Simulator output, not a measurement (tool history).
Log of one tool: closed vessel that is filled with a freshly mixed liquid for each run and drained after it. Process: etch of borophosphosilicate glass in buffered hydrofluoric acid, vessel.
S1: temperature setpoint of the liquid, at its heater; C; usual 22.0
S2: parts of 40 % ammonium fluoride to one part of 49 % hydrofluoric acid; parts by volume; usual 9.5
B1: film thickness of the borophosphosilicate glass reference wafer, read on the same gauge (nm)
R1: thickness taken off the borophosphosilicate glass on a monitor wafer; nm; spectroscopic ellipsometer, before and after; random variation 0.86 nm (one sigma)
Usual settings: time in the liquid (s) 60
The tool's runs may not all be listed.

Run 1, day 0.000: usual settings; B1 145.24. Result: R1 140.30 nm.
Run 2, day 2.750: usual settings; B1 145.34. Result: R1 141.69 nm.
Run 3, day 4.558: usual settings but S1 25.0 C; B1 145.34. Result: R1 166.36 nm.
Run 4, day 7.050: usual settings but S1 25.0 C; B1 145.43. Result: R1 165.13 nm.
At day 7.438: hydrofluoric acid flow meter replaced.
Run 5, day 9.825: usual settings; B1 145.50. Result: R1 140.41 nm.
Run 6, day 11.083: usual settings; B1 145.53. Result: R1 142.20 nm.
Run 7, day 13.838: usual settings; B1 145.56. Result: R1 140.71 nm.
Run 8, day 16.725: usual settings but S1 24.5 C; B1 145.59. Result: R1 162.00 nm.
Run 9, day 19.000: usual settings but S1 24.5 C; B1 145.62. Result: R1 162.56 nm.
Run 10, day 20.242: usual settings but S1 18.5 C; B1 145.67. Result: R1 117.05 nm.
Run 11, day 21.321: usual settings but S1 18.5 C; B1 145.68. Result: R1 116.83 nm.
At day 21.338: gauge calibrated.
Run 12, day 23.008: usual settings but S1 18.5 C; B1 141.46. Result: R1 111.84 nm.
Run 13, day 24.175: usual settings; B1 141.69. Result: R1 136.58 nm.
Run 14, day 26.667: usual settings; B1 142.23. Result: R1 135.48 nm.
At day 28.338: hydrofluoric acid flow meter replaced.
Run 15, day 29.371: usual settings; B1 142.71. Result: R1 136.23 nm.
Run 16, day 30.512: usual settings; B1 142.93. Result: R1 139.11 nm.
Run 17, day 31.529: usual settings but time in the liquid (s) 45; B1 143.08. Result: R1 103.79 nm.
Run 18, day 34.325: usual settings but S1 25.5 C, S2 7.5 parts by volume, time in the liquid (s) 40; B1 143.51. Result: R1 140.78 nm.
Run 19, day 35.492: usual settings; B1 143.66. Result: R1 139.16 nm.
Run 20, day 38.254: usual settings but S2 13.5 parts by volume, time in the liquid (s) 75; B1 144.05. Result: R1 126.11 nm.
Run 21, day 44.758: usual settings but S1 25.5 C, S2 7.5 parts by volume, time in the liquid (s) 40; B1 144.75. Result: R1 142.78 nm.
Run 22, day 49.333: usual settings; B1 145.12. Result: R1 141.03 nm.
Run 23, day 50.921: usual settings but S1 19.5 C, S2 7.5 parts by volume, time in the liquid (s) 35; B1 145.22. Result: R1 90.33 nm.
At day 51.192: hydrofluoric acid flow meter replaced.
At day 51.954: thermometer replaced.
Run 24, day 53.250: usual settings but S1 17.0 C; B1 145.43. Result: R1 105.74 nm.
Run 25, day 55.088: usual settings but S1 27.0 C, S2 11.0 parts by volume, time in the liquid (s) 30; B1 145.56. Result: R1 81.31 nm.
Run 26, day 56.654: usual settings but S2 7.0 parts by volume, time in the liquid (s) 45; B1 145.66. Result: R1 143.49 nm.
Run 27, day 57.971: usual settings but S1 20.0 C, S2 11.0 parts by volume, time in the liquid (s) 90; B1 145.69. Result: R1 165.89 nm.
Run 28, day 59.183: usual settings; B1 145.76. Result: R1 141.69 nm.
Run 29, day 61.188: usual settings but S1 19.5 C, S2 13.5 parts by volume, time in the liquid (s) 40; B1 145.88. Result: R1 58.51 nm.
Run 30, day 64.179: usual settings but S1 24.0 C, S2 10.5 parts by volume, time in the liquid (s) 50; B1 145.99. Result: R1 120.28 nm.
Run 31, day 66.283: usual settings but S1 24.5 C, S2 7.0 parts by volume, time in the liquid (s) 45; B1 146.12. Result: R1 166.28 nm.
Run 32, day 68.667: usual settings but S1 26.0 C, S2 11.0 parts by volume, time in the liquid (s) 90; B1 146.19. Result: R1 232.45 nm.

Forecast each of these 3 alternatives for the next run:
Run A, day 68.696: usual settings but S2 12.0 parts by volume; B1 ?. Result: R1 ?.
Run B, day 68.696: usual settings but S1 19.0 C, S2 8.5 parts by volume, time in the liquid (s) 35; B1 ?. Result: R1 ?.
Run C, day 68.696: usual settings but S1 18.0 C; B1 ?. Result: R1 ?.

run      B1      R1
  A  146.22  114.27
  B  146.22   76.99
  C  146.22  113.25
Without the tool's hidden state the same runs would have given:
run      R1
  A  109.42
  B   73.72
  C  108.44

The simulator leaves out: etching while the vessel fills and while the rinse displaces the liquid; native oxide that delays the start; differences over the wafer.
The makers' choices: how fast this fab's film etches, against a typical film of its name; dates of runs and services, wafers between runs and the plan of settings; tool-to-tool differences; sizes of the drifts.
